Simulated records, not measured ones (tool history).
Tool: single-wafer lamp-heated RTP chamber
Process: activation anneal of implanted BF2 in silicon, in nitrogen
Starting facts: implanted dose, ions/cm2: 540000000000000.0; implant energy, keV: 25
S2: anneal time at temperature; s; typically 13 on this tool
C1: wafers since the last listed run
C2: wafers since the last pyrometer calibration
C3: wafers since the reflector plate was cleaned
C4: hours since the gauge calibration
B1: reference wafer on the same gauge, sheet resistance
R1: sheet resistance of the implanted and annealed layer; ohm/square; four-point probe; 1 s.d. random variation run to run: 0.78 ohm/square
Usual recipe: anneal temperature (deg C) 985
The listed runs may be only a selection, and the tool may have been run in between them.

Run 1, hour 0.0: usual settings but anneal temperature (deg C) 973; C1 0; C2 6168; C3 2274; C4 1311.3; B1 224.05. Result: R1 279.26 ohm/square.
Run 2, hour 44.2: usual settings but anneal temperature (deg C) 973; C1 579; C2 6748; C3 2854; C4 1355.5; B1 223.77. Result: R1 278.90 ohm/square.
Run 3, hour 77.9: usual settings but anneal temperature (deg C) 973; C1 441; C2 7190; C3 3296; C4 1389.2; B1 224.27. Result: R1 278.64 ohm/square.
Run 4, hour 107.7: usual settings; C1 390; C2 7580; C3 3686; C4 1419.0; B1 224.05. Result: R1 267.98 ohm/square.
At hour 134.0: pyrometer window cleaned and pyrometer calibrated.
Run 5, hour 165.8: usual settings; C1 656; C2 416; C3 4343; C4 1477.1; B1 224.08. Result: R1 267.27 ohm/square.
Run 6, hour 229.8: usual settings; C1 838; C2 1255; C3 5182; C4 1541.1; B1 223.66. Result: R1 267.87 ohm/square.
Run 7, hour 277.4: usual settings but S2 19 s; C1 623; C2 1879; C3 5806; C4 1588.7; B1 223.91. Result: R1 263.32 ohm/square.
Run 8, hour 311.4: usual settings but S2 19 s; C1 445; C2 2325; C3 6252; C4 1622.7; B1 224.19. Result: R1 264.92 ohm/square.
Run 9, hour 367.4: usual settings but S2 19 s; C1 734; C2 3059; C3 6986; C4 1678.7; B1 223.79. Result: R1 264.75 ohm/square.
Run 10, hour 402.9: usual settings but S2 18 s; C1 465; C2 3525; C3 7451; C4 1714.2; B1 224.09. Result: R1 264.71 ohm/square.
At hour 440.1: reflector plate cleaned.
Run 11, hour 563.4: usual settings but anneal temperature (deg C) 975; C1 1999; C2 5524; C3 1616; C4 1874.7; B1 224.01. Result: R1 275.81 ohm/square.
Run 12, hour 617.9: usual settings; C1 714; C2 6238; C3 2330; C4 1929.2; B1 224.31. Result: R1 267.45 ohm/square.
At hour 663.1: pyrometer window cleaned and pyrometer calibrated.
Run 13, hour 663.6: usual settings; C1 494; C2 6; C3 2825; C4 1974.9; B1 223.80. Result: R1 267.46 ohm/square.
Run 14, hour 722.1: usual settings but anneal temperature (deg C) 1013, S2 8 s; C1 766; C2 773; C3 3592; C4 2033.4; B1 224.01. Result: R1 257.24 ohm/square.
Run 15, hour 792.4: usual settings but S2 7 s; C1 921; C2 1694; C3 4513; C4 2103.7; B1 224.01. Result: R1 274.71 ohm/square.
Run 16, hour 849.6: usual settings; C1 749; C2 2444; C3 5263; C4 2160.9; B1 224.01. Result: R1 267.62 ohm/square.
Run 17, hour 882.0: usual settings but anneal temperature (deg C) 958, S2 9 s; C1 424; C2 2869; C3 5688; C4 2193.3; B1 223.99. Result: R1 301.05 ohm/square.
Run 18, hour 936.6: usual settings but anneal temperature (deg C) 1011, S2 10 s; C1 715; C2 3585; C3 6403; C4 2247.9; B1 223.99. Result: R1 254.48 ohm/square.
Run 19, hour 981.1: usual settings but anneal temperature (deg C) 1003; C1 583; C2 4168; C3 6987; C4 2292.4; B1 223.92. Result: R1 256.99 ohm/square.
Run 20, hour 1010.3: usual settings but anneal temperature (deg C) 972, S2 15 s; C1 382; C2 4551; C3 7369; C4 2321.6; B1 224.11. Result: R1 277.35 ohm/square.
At hour 1040.3: reflector plate cleaned.
Run 21, hour 1047.4: usual settings but anneal temperature (deg C) 971, S2 20 s; C1 381; C2 4932; C3 93; C4 2358.7; B1 224.12. Result: R1 274.85 ohm/square.
Run 22, hour 1096.0: usual settings; C1 637; C2 5569; C3 730; C4 2407.3; B1 224.00. Result: R1 267.68 ohm/square.
At hour 1148.7: pyrometer window cleaned and pyrometer calibrated.
Run 23, hour 1168.6: usual settings but S2 20 s; C1 846; C2 261; C3 1577; C4 2479.9; B1 224.03. Result: R1 263.66 ohm/square.
Run 24, hour 1195.9: usual settings but anneal temperature (deg C) 967; C1 357; C2 618; C3 1935; C4 2507.2; B1 223.92. Result: R1 285.12 ohm/square.
Run 25, hour 1228.1: usual settings but anneal temperature (deg C) 975, S2 20 s; C1 422; C2 1041; C3 2357; C4 2539.4; B1 223.92. Result: R1 269.77 ohm/square.
Run 26, hour 1262.9: usual settings; C1 456; C2 1497; C3 2813; C4 2574.2; B1 223.92. Result: R1 266.94 ohm/square.

Run 27 is up next; what results do you expect?
Run 27, hour 1313.2: usual settings but anneal temperature (deg C) 993, S2 16 s; C1 659; C2 2156; C3 3472; C4 2624.5; B1 ?. Result: R1 ?.

Run 27 came out at B1 224.04, R1 260.66 ohm/square.
Without the tool's hidden state the same run would have given R1 260.66 ohm/square.

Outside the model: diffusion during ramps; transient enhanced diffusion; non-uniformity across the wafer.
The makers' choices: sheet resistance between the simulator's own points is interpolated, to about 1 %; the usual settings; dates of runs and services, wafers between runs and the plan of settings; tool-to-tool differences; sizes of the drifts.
